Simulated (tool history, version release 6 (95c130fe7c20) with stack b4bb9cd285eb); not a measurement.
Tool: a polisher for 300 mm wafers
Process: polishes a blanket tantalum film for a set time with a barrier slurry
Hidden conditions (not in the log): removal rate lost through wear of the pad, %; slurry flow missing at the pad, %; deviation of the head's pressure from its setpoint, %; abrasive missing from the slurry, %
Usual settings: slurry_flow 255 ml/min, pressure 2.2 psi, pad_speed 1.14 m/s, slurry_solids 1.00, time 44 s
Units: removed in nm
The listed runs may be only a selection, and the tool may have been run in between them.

run,day,slurry_flow,pressure,pad_speed,slurry_solids,time,wafers since the last listed run,wafers polished on this pad,hours since the slurry nozzle was cleaned,hours since the head pressure was calibrated,hours since the slurry blender was calibrated,"incoming thickness of the incoming film, nm",removed
1,0.000,235,2.2,1.14,1.00,44,0,1679,179.8,815.2,243.8,267.3,73.3
# day 0.621: slurry blender recalibrated
# day 0.850: worn pad replaced by a new one
2,0.946,235,2.2,1.14,1.00,44,211,28,202.5,837.9,7.8,271.4,80.3
3,2.179,235,2.2,1.14,1.00,44,375,404,232.1,867.5,37.4,270.2,77.1
4,3.500,255,1.7,1.14,1.00,44,402,806,263.8,899.2,69.1,270.0,62.4
5,4.521,255,1.7,1.14,1.00,44,310,1116,288.3,923.7,93.6,271.2,61.5
6,5.433,255,1.7,1.14,1.00,44,277,1394,310.2,945.6,115.5,268.9,61.3
# day 7.521: worn pad replaced by a new one
7,9.858,255,2.2,1.14,1.00,40,1296,711,416.4,1051.8,221.7,272.1,65.1
# day 10.158: slurry blender recalibrated
8,11.279,255,2.2,1.14,1.00,40,407,1118,450.5,1085.9,26.9,270.5,71.5
9,12.596,195,2.2,1.14,1.00,44,400,1519,482.1,1117.5,58.5,270.0,73.6
10,13.754,195,2.2,1.14,1.00,44,352,1872,509.9,1145.3,86.3,272.9,72.5
# day 14.354: worn pad replaced by a new one
11,14.450,195,2.2,1.14,1.00,44,161,29,526.6,1162.0,103.0,274.9,70.6
12,15.008,255,2.2,1.14,1.00,44,169,199,540.0,1175.4,116.4,274.1,74.0
13,15.688,255,2.2,1.14,1.00,44,206,406,556.3,1191.7,132.7,271.0,72.8
# day 17.050: head pressure recalibrated
14,17.650,255,2.2,1.14,1.00,44,572,978,603.4,14.4,179.8,264.5,73.3
# day 18.600: slurry blender recalibrated
15,18.975,255,2.2,0.76,1.00,44,377,1356,635.2,46.2,9.0,270.5,51.9
16,20.042,255,2.2,1.14,0.75,44,324,1680,660.8,71.8,34.6,268.3,64.2
# day 20.733: slurry nozzle cleaned
# day 20.804: worn pad replaced by a new one
17,20.900,220,1.7,1.14,0.90,39,226,28,4.0,92.4,55.2,270.6,52.8
18,21.446,255,2.9,1.38,1.00,44,166,194,17.1,105.5,68.3,273.5,118.0
19,22.517,170,1.7,1.14,1.00,57,325,520,42.8,131.2,94.0,269.2,77.1
20,23.875,255,2.2,1.14,1.00,44,413,934,75.4,163.8,126.6,271.8,75.1
21,25.292,195,2.2,1.14,1.00,44,431,1365,109.4,197.8,160.6,265.5,72.5
# day 27.038: worn pad replaced by a new one
# day 27.092: slurry blender recalibrated
22,27.112,340,2.9,0.82,1.00,44,486,6,153.1,241.5,0.5,271.5,76.0
23,28.296,220,2.2,1.54,1.25,30,360,366,181.5,269.9,28.9,273.7,78.2
24,29.492,255,2.2,1.14,1.00,44,364,730,210.2,298.6,57.6,267.0,77.2
25,30.817,205,1.7,1.14,1.25,31,403,1134,242.0,330.4,89.4,269.5,46.4
26,31.625,230,2.6,0.80,1.00,53,246,1380,261.4,349.8,108.8,270.8,71.5
27,32.138,255,2.2,1.14,1.00,44,156,1536,273.7,362.1,121.1,267.0,74.3
28,33.138,325,2.2,1.14,1.00,36,304,1840,297.7,386.1,145.1,270.3,61.6
# day 34.058: worn pad replaced by a new one
29,34.262,255,2.9,0.88,1.00,49,291,62,324.7,413.1,172.1,273.4,78.9

Run-by-run hidden state of the tool:
removal rate lost through wear of the pad, %: 0 on each run
deviation of the head's pressure from its setpoint, %: 0 on each run
H1: slurry flow missing at the pad, %
H2: abrasive missing from the slurry, %
run,H1,H2
1,9.5,18.4
2,10.4,3.85
3,11.5,9.06
4,12.7,12.8
5,13.6,14.8
6,14.5,16.1
7,18.5,19
8,19.8,6.33
9,21,10.6
10,22,13.1
11,22.7,14.3
12,23.2,15
13,23.8,15.8
14,25.6,17.2
15,26.8,3.07
16,27.8,7.61
17,1.29,10.3
18,1.79,11.7
19,2.76,13.7
20,4,15.6
21,5.29,16.8
22,6.95,2.8
23,8.03,8.34
24,9.12,12.2
25,10.3,15
26,11.1,16.3
27,11.5,16.9
28,12.4,17.9
29,13.5,18.7
